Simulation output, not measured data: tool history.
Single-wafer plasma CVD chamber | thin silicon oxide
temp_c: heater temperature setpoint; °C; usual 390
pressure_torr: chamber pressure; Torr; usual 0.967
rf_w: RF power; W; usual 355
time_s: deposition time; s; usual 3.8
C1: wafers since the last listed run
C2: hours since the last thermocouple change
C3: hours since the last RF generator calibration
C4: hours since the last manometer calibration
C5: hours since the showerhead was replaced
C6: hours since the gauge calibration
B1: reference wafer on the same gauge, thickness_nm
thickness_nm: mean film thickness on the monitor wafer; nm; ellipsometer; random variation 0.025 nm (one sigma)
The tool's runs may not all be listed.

run 1 hour=0 | temp_c=390 pressure_torr=0.85 rf_w=355 time_s=4.01 | C1=0 C2=866.6 C3=1713.1 C4=2106.4 C5=3333.2 C6=535.8 | B1=9.804 | thickness_nm=8.866
run 2 hour=86.7 | temp_c=390 pressure_torr=0.967 rf_w=355 time_s=3.8 | C1=2343 C2=953.3 C3=1799.8 C4=2193.1 C5=3419.9 C6=622.5 | B1=9.796 | thickness_nm=9.201
run 3 hour=101.8 | temp_c=390 pressure_torr=0.967 rf_w=355 time_s=3.8 | C1=408 C2=968.4 C3=1814.9 C4=2208.2 C5=3435 C6=637.6 | B1=9.804 | thickness_nm=9.163
run 4 hour=119 | temp_c=390 pressure_torr=0.967 rf_w=355 time_s=3.8 | C1=464 C2=985.6 C3=1832.1 C4=2225.4 C5=3452.2 C6=654.8 | B1=9.803 | thickness_nm=9.172
run 5 hour=146.4 | temp_c=401 pressure_torr=0.967 rf_w=355 time_s=3.8 | C1=740 C2=1013 C3=1859.5 C4=2252.8 C5=3479.6 C6=682.2 | B1=9.806 | thickness_nm=9.185
run 6 hour=176.1 | temp_c=390 pressure_torr=0.967 rf_w=355 time_s=3.8 | C1=802 C2=1042.7 C3=1889.2 C4=2282.5 C5=3509.3 C6=711.9 | B1=9.811 | thickness_nm=9.202
run 7 hour=201.1 | temp_c=390 pressure_torr=0.967 rf_w=355 time_s=3.8 | C1=675 C2=1067.7 C3=1914.2 C4=2307.5 C5=3534.3 C6=736.9 | B1=9.812 | thickness_nm=9.244
run 8 hour=224 | temp_c=390 pressure_torr=0.967 rf_w=355 time_s=3.8 | C1=618 C2=1090.6 C3=1937.1 C4=2330.4 C5=3557.2 C6=759.8 | B1=9.808 | thickness_nm=9.24
-- hour=271.7 capacitance manometer re-zeroed and calibrated
run 9 hour=290.5 | temp_c=394 pressure_torr=0.967 rf_w=355 time_s=3.8 | C1=1580 C2=1157.1 C3=2003.6 C4=18.8 C5=3623.7 C6=826.3 | B1=9.814 | thickness_nm=9.402
-- hour=300.3 gauge calibrated
run 10 hour=303.6 | temp_c=394 pressure_torr=0.967 rf_w=355 time_s=3.8 | C1=354 C2=1170.2 C3=2016.7 C4=31.9 C5=3636.8 C6=3.3 | B1=9.811 | thickness_nm=9.406
run 11 hour=330.4 | temp_c=390 pressure_torr=0.967 rf_w=355 time_s=3.8 | C1=724 C2=1197 C3=2043.5 C4=58.7 C5=3663.6 C6=30.1 | B1=9.808 | thickness_nm=9.44
run 12 hour=365.5 | temp_c=390 pressure_torr=0.967 rf_w=355 time_s=3.8 | C1=948 C2=1232.1 C3=2078.6 C4=93.8 C5=3698.7 C6=65.2 | B1=9.811 | thickness_nm=9.449
-- hour=396.8 showerhead replaced
run 13 hour=397.3 | temp_c=390 pressure_torr=0.967 rf_w=405 time_s=3.8 | C1=643 C2=1263.9 C3=2110.4 C4=125.6 C5=0.5 C6=97 | B1=9.808 | thickness_nm=9.719
-- hour=408 capacitance manometer re-zeroed and calibrated, repeated, since the last time left the tool worse
run 14 hour=423.1 | temp_c=390 pressure_torr=0.967 rf_w=355 time_s=3.8 | C1=481 C2=1289.7 C3=2136.2 C4=15.1 C5=26.3 C6=122.8 | B1=9.816 | thickness_nm=8.948
-- hour=442.3 thermocouple changed; heater temperature recalibrated
run 15 hour=452.2 | temp_c=390 pressure_torr=0.967 rf_w=355 time_s=3.8 | C1=570 C2=9.9 C3=2165.3 C4=44.2 C5=55.4 C6=151.9 | B1=9.82 | thickness_nm=8.927
run 16 hour=480.7 | temp_c=390 pressure_torr=0.967 rf_w=415 time_s=3.3 | C1=770 C2=38.4 C3=2193.8 C4=72.7 C5=83.9 C6=180.4 | B1=9.826 | thickness_nm=7.987
run 17 hour=515 | temp_c=401 pressure_torr=1.163 rf_w=355 time_s=3.49 | C1=926 C2=72.7 C3=2228.1 C4=107 C5=118.2 C6=214.7 | B1=9.825 | thickness_nm=9.068
-- hour=535.6 RF generator calibrated
run 18 hour=542.1 | temp_c=381 pressure_torr=0.967 rf_w=355 time_s=3.17 | C1=516 C2=99.8 C3=6.5 C4=134.1 C5=145.3 C6=241.8 | B1=9.817 | thickness_nm=7.521
run 19 hour=568.4 | temp_c=390 pressure_torr=0.967 rf_w=355 time_s=3.8 | C1=710 C2=126.1 C3=32.8 C4=160.4 C5=171.6 C6=268.1 | B1=9.815 | thickness_nm=8.988
run 20 hour=583.5 | temp_c=390 pressure_torr=0.967 rf_w=355 time_s=4.5 | C1=408 C2=141.2 C3=47.9 C4=175.5 C5=186.7 C6=283.2 | B1=9.813 | thickness_nm=10.599
run 21 hour=602.7 | temp_c=395 pressure_torr=1.185 rf_w=400 time_s=4.36 | C1=518 C2=160.4 C3=67.1 C4=194.7 C5=205.9 C6=302.4 | B1=9.802 | thickness_nm=11.801
run 22 hour=634.4 | temp_c=379 pressure_torr=0.967 rf_w=355 time_s=3.8 | C1=856 C2=192.1 C3=98.8 C4=226.4 C5=237.6 C6=334.1 | B1=9.819 | thickness_nm=9.037
run 23 hour=667.7 | temp_c=402 pressure_torr=0.967 rf_w=355 time_s=4.19 | C1=899 C2=225.4 C3=132.1 C4=259.7 C5=270.9 C6=367.4 | B1=9.809 | thickness_nm=9.855
run 24 hour=692.8 | temp_c=394 pressure_torr=0.967 rf_w=355 time_s=3.33 | C1=678 C2=250.5 C3=157.2 C4=284.8 C5=296 C6=392.5 | B1=9.81 | thickness_nm=7.827
run 25 hour=711.8 | temp_c=390 pressure_torr=0.967 rf_w=355 time_s=3.8 | C1=513 C2=269.5 C3=176.2 C4=303.8 C5=315 C6=411.5 | B1=9.822 | thickness_nm=8.917

Forecast each of these 5 alternatives for the next run:
run A hour=712.2 | temp_c=390 pressure_torr=0.967 rf_w=355 time_s=3.8 | C1=10 C2=269.9 C3=176.6 C4=304.2 C5=315.4 C6=411.9 | B1=? | thickness_nm=?
run B hour=712.2 | temp_c=376 pressure_torr=0.864 rf_w=355 time_s=3.8 | C1=10 C2=269.9 C3=176.6 C4=304.2 C5=315.4 C6=411.9 | B1=? | thickness_nm=?
run C hour=712.2 | temp_c=390 pressure_torr=0.967 rf_w=295 time_s=4.27 | C1=10 C2=269.9 C3=176.6 C4=304.2 C5=315.4 C6=411.9 | B1=? | thickness_nm=?
run D hour=712.2 | temp_c=404 pressure_torr=1.183 rf_w=355 time_s=4.4 | C1=10 C2=269.9 C3=176.6 C4=304.2 C5=315.4 C6=411.9 | B1=? | thickness_nm=?
run E hour=712.2 | temp_c=377 pressure_torr=0.967 rf_w=355 time_s=4.05 | C1=10 C2=269.9 C3=176.6 C4=304.2 C5=315.4 C6=411.9 | B1=? | thickness_nm=?

run=A B1=9.799 thickness_nm=8.948
run=B B1=9.799 thickness_nm=8.329
run=C B1=9.799 thickness_nm=9.71
run=D B1=9.799 thickness_nm=11.542
run=E B1=9.799 thickness_nm=9.615
Without the tool's hidden state the same runs would have given:
run=A thickness_nm=8.916
run=B thickness_nm=8.298
run=C thickness_nm=9.674
run=D thickness_nm=11.509
run=E thickness_nm=9.58

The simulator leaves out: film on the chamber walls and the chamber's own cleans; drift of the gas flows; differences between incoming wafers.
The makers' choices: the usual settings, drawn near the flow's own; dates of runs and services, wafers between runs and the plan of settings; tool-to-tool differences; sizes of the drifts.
